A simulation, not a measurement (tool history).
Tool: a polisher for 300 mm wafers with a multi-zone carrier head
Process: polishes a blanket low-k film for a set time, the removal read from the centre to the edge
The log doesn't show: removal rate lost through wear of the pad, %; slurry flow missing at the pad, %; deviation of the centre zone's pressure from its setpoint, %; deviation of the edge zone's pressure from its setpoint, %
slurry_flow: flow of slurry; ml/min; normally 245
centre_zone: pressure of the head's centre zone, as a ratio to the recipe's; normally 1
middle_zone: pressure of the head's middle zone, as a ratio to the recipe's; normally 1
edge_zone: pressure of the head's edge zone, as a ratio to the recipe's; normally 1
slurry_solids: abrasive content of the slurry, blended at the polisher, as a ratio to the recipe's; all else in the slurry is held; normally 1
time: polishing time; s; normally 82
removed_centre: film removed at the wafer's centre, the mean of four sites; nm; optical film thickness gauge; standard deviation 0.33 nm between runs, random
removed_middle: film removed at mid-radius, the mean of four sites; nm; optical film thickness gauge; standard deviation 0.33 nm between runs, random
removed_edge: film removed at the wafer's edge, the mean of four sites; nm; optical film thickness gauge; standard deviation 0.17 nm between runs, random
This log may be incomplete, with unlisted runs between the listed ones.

run,hour,slurry_flow,centre_zone,middle_zone,edge_zone,slurry_solids,time,wafers since the last listed run,wafers polished on this pad,hours since the slurry nozzle was cleaned,hours since the centre zone pressure was calibrated,hours since the edge zone pressure was calibrated,hours since the carrier head's membrane was replaced,"incoming thickness of the incoming film, nm",removed_centre,removed_middle,removed_edge
1,0,245,1,1,1,1,82,0,842,820.3,13,819.2,1334,632.9,27.7,27.7,27.2
2,7.3,245,1,1,1,1,82,66,908,827.6,20.3,826.5,1341.3,639.7,27.8,28.2,27.5
3,16,245,1,1,1,1,82,79,988,836.3,29,835.2,1350,628.2,26.8,28.4,27.2
4,40.1,175,1.06,1.08,1,1.1,82,219,1207,860.4,53.1,859.3,1374.1,634.8,28.6,29.1,27.2
5,49.7,245,1,1,1,1,82,87,1295,870,62.7,868.9,1383.7,646.4,27,27.8,27
# hour 52.9: slurry nozzle cleaned
# hour 66.3: carrier head's membrane replaced by a new one, of another model than before
# hour 66.6: worn pad replaced by a new one
6,67.5,245,1,1,1,1,82,104,8,14.6,80.5,886.7,1.2,648.4,27.8,28,27.1
7,79.7,245,1.06,1,1,1,82,111,119,26.8,92.7,898.9,13.4,638.8,30.5,28,27.2
8,97.4,245,1,1,1.07,1,82,161,280,44.5,110.4,916.6,31.1,638,27.7,28.1,28.2
9,108.1,245,1,1,1,1.15,82,97,378,55.2,121.1,927.3,41.8,641.1,30.1,29.4,28.5
10,121.7,210,1,1,1,1,82,123,502,68.8,134.7,940.9,55.4,640.8,27.1,27.3,27.2
11,137,245,1,1,1.09,1,105,139,641,84.1,150,956.2,70.7,634.5,35.8,35.9,36.3
# hour 144.3: edge zone pressure recalibrated
12,154.3,245,1,0.97,1.03,1,91,139,781,101.4,167.3,10,88,639.6,31.2,30.7,31.1
13,163.5,245,1,1,1,1,82,83,864,110.6,176.5,19.2,97.2,646.2,28.4,28.1,27.1
14,176.6,245,1,1,1.11,1,82,119,984,123.7,189.6,32.3,110.3,641.4,29,28.5,28.8
15,186.6,285,1,0.9,1,1.1,102,91,1075,133.7,199.6,42.3,120.3,639.3,37,34.3,35.5
16,197.4,245,1,1,0.9,1,82,98,1173,144.5,210.4,53.1,131.1,637.8,28.5,28.2,26.4
17,209.2,220,1.05,1,1,0.8,102,107,1281,156.3,222.2,64.9,142.9,642.9,34.8,31.7,31.3
18,222.3,245,1,1,1,1,82,119,1400,169.4,235.3,78,156,650.2,28,27.5,27.2
# hour 229.5: worn pad replaced by a new one
19,230.4,245,1,1.09,1,1,82,37,8,177.5,243.4,86.1,164.1,640.2,28.8,29.7,27.3
20,239.5,245,1,1,1,1,82,82,91,186.6,252.5,95.2,173.2,626.7,29.1,27.8,27.2
21,251.9,215,1,1,1,1,82,112,204,199,264.9,107.6,185.6,634.9,28,27.3,27

Measured less the same run without the tool's hidden state. The same run-to-run variation is in both; the gauge's scatter may not be:
run,removed_centre
1,+0
2,+0
3,+0.1
4,+0.1
5,+0.2
6,+0.3
7,+0.4
8,+0.5
9,+0.6
10,+0.6
11,+0.9
12,+0.9
13,+0.9
14,+0.9
15,+1.2
16,+1
17,+1.3
18,+1.1
19,+1.2
20,+1.3
21,+1.3
removed_middle: within 0.1 nm of the measured result in every run.
removed_edge: measured minus the no-hidden-state value equals 0 in all runs.

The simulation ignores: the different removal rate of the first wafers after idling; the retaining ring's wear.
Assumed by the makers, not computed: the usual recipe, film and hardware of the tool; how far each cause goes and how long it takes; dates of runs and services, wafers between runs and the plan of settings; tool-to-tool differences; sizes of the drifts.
